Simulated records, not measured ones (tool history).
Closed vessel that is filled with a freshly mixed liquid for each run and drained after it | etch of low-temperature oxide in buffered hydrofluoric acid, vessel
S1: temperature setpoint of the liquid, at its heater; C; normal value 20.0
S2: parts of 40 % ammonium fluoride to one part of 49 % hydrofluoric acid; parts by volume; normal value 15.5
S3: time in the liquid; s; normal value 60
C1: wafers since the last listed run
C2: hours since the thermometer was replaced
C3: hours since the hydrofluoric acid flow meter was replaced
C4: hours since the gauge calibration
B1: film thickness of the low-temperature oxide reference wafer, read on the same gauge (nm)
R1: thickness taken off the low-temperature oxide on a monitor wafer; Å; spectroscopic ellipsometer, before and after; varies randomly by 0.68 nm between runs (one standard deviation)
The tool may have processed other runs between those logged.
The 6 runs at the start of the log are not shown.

run   hour    S1    S2  S3    C1      C2      C3     C4      B1      R1
  7  111.1  20.0  15.5  70  4583   859.0  1283.1  731.6  119.99  1154.9
  8  123.4  20.0  15.5  70  1677   871.3  1295.4  743.9  119.99  1164.6
  9  132.2  20.0  15.5  70  1200   880.1  1304.2  752.7  119.99  1166.5
 10  155.2  20.0  15.5  60  3137   903.1  1327.2  775.7  120.00   992.0
 11  173.0  20.0  17.5  75  2428   920.9  1345.0  793.5  120.01  1090.1
     178.2  -- hydrofluoric acid flow meter replaced
 12  190.6  20.0  15.5  60  2264   938.5    12.4  811.1  120.00  1011.5
 13  199.6  20.0  20.0  60  1227   947.5    21.4  820.1  120.01   775.0
     202.3  -- gauge calibrated
 14  210.8  18.0  15.5  60  1527   958.7    32.6    8.5  120.00   905.2
 15  251.4  20.0  15.5  60  5538   999.3    73.2   49.1  119.99  1018.5
 16  259.7  20.0  15.5  30  1132  1007.6    81.5   57.4  120.01   504.6
 17  270.0  23.5  12.0  60  1405  1017.9    91.8   67.7  120.01  1581.0
     278.3  -- thermometer replaced
 18  279.3  22.5  11.5  85  1132     1.0   101.1   77.0  119.99  1961.0
 19  286.1  21.5  15.5  60   927     7.8   107.9   83.8  120.00   971.4
 20  293.6  20.0  15.5  60  1023    15.3   115.4   91.3  120.03   901.9
 21  309.4  18.5  15.5  90  2155    31.1   131.2  107.1  120.01  1246.5
 22  315.6  20.0  21.5  85   845    37.3   137.4  113.3  119.98   949.2

Forecast run 23:
 23  335.3  20.0  15.5  40  2687  57.0  157.1  133.0   ?   ?

B1: 120.00
R1: 603.2 Å
With the hidden condition absent and the run-to-run variation left alone, this run would have shown R1 587.5 Å.
